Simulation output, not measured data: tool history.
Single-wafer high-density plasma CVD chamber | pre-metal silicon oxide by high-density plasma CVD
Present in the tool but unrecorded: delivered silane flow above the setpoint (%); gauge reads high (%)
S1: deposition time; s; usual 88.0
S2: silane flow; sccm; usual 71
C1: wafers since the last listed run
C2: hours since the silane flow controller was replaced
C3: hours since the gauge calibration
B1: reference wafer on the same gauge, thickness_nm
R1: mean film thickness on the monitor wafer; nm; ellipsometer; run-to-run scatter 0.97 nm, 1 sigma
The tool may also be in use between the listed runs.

run 1 day=0.000 | S1=88.0 S2=71 | C1=0 C2=3340.6 C3=130.7 | B1=598.885 | R1=643.035
run 2 day=0.446 | S1=88.0 S2=71 | C1=116 C2=3351.3 C3=141.4 | B1=598.869 | R1=643.188
run 3 day=0.754 | S1=88.0 S2=80 | C1=80 C2=3358.7 C3=148.8 | B1=599.001 | R1=697.577
run 4 day=1.246 | S1=88.0 S2=71 | C1=128 C2=3370.5 C3=160.6 | B1=598.937 | R1=644.042
run 5 day=2.342 | S1=88.0 S2=71 | C1=286 C2=3396.8 C3=186.9 | B1=598.847 | R1=644.160
run 6 day=2.658 | S1=88.0 S2=71 | C1=82 C2=3404.4 C3=194.5 | B1=599.046 | R1=644.239
run 7 day=2.929 | S1=88.0 S2=71 | C1=70 C2=3410.9 C3=201.0 | B1=598.968 | R1=643.530
-- day=3.038 gauge calibrated
run 8 day=3.508 | S1=75.8 S2=71 | C1=151 C2=3424.8 C3=11.3 | B1=598.773 | R1=554.577
run 9 day=4.067 | S1=75.8 S2=71 | C1=145 C2=3438.2 C3=24.7 | B1=598.990 | R1=554.238
-- day=5.100 silane flow controller replaced
run 10 day=5.121 | S1=81.5 S2=74 | C1=188 C2=0.5 C3=50.0 | B1=598.754 | R1=613.839
run 11 day=6.854 | S1=88.0 S2=71 | C1=452 C2=42.1 C3=91.6 | B1=598.716 | R1=642.228
run 12 day=7.121 | S1=75.8 S2=71 | C1=69 C2=48.5 C3=98.0 | B1=599.027 | R1=554.954
run 13 day=7.625 | S1=81.5 S2=74 | C1=131 C2=60.6 C3=110.1 | B1=599.223 | R1=612.115
run 14 day=7.996 | S1=71.2 S2=84 | C1=96 C2=69.5 C3=119.0 | B1=598.904 | R1=583.219
run 15 day=8.696 | S1=100.2 S2=59 | C1=182 C2=86.3 C3=135.8 | B1=598.942 | R1=652.667

Run 16, settings as shown, results not yet in. Your forecast:
run 16 day=9.312 | S1=88.0 S2=71 | C1=161 C2=101.1 C3=150.6 | B1=? | R1=?

B1: 598.967
R1: 645.050 nm
The same run, on a tool lacking any hidden state, would have yielded R1 645.050 nm.
